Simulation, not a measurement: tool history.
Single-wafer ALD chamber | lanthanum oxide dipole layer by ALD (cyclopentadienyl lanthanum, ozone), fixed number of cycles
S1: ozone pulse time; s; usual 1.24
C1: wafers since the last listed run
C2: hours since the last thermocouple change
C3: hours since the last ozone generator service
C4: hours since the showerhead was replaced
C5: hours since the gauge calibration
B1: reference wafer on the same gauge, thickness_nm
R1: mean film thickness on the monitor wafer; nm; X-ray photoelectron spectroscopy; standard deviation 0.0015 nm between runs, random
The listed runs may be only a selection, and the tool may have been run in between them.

run	day	S1	C1	C2	C3	C4	C5	B1	R1
1	0.000	1.24	0	1415.1	609.6	6719.2	531.9	0.514	0.588
2	1.308	1.24	384	1446.5	641.0	6750.6	563.3	0.513	0.585
3	4.212	1.09	853	1516.2	710.7	6820.3	633.0	0.513	0.560
4	5.871	1.09	487	1556.0	750.5	6860.1	672.8	0.514	0.559
5	7.392	1.09	447	1592.5	787.0	6896.6	709.3	0.514	0.557
6	8.738	1.58	395	1624.8	819.3	6928.9	741.6	0.514	0.623
7	11.671	1.59	862	1695.2	889.7	6999.3	812.0	0.514	0.620
8	12.733	1.59	312	1720.7	915.2	7024.8	837.5	0.513	0.621
9	14.275	1.24	453	1757.7	952.2	7061.8	874.5	0.514	0.590
# day 14.804: ozone generator serviced
10	16.525	1.24	563	1811.7	41.3	7115.8	928.5	0.514	0.587
11	23.892	1.24	2166	1988.5	218.1	7292.6	1105.3	0.514	0.586
12	25.546	1.24	486	2028.2	257.8	7332.3	1145.0	0.514	0.588
13	27.308	1.24	518	2070.5	300.1	7374.6	1187.3	0.514	0.586
14	28.542	1.24	362	2100.1	329.7	7404.2	1216.9	0.514	0.588
15	31.438	1.24	851	2169.6	399.2	7473.7	1286.4	0.514	0.586
16	32.900	1.24	430	2204.7	434.3	7508.8	1321.5	0.514	0.585
17	34.621	0.97	506	2246.0	475.6	7550.1	1362.8	0.515	0.529
18	37.071	1.50	720	2304.8	534.4	7608.9	1421.6	0.514	0.614
19	38.775	1.40	501	2345.7	575.3	7649.8	1462.5	0.514	0.605
# day 47.883: ozone generator serviced
20	47.904	1.02	2586	2564.8	0.5	7868.9	1681.6	0.514	0.542
21	49.000	1.24	322	2591.1	26.8	7895.2	1707.9	0.514	0.588
# day 49.029: gauge calibrated
# day 51.379: showerhead replaced
22	51.792	1.67	722	2658.1	93.8	9.9	66.3	0.514	0.624
23	53.629	1.10	540	2702.2	137.9	54.0	110.4	0.514	0.563
# day 55.312: thermocouple changed; heater temperature recalibrated
24	56.171	0.84	649	20.6	198.9	115.0	171.4	0.514	0.481
25	57.208	0.91	305	45.5	223.8	139.9	196.3	0.514	0.506
26	61.458	1.42	1249	147.5	325.8	241.9	298.3	0.514	0.609
27	64.029	0.96	755	209.2	387.5	303.6	360.0	0.514	0.525
28	66.129	1.24	617	259.6	437.9	354.0	410.4	0.514	0.587
29	67.504	1.63	404	292.6	470.9	387.0	443.4	0.514	0.623
30	70.379	1.48	845	361.6	539.9	456.0	512.4	0.513	0.610

Give the tool's hidden conditions for every run:
wafer temperature above the value expected at the setpoint (K): 0 at every run
ozone dose above that of a generator just serviced (%): 0 at every run
gauge reads high (%): 0 at every run
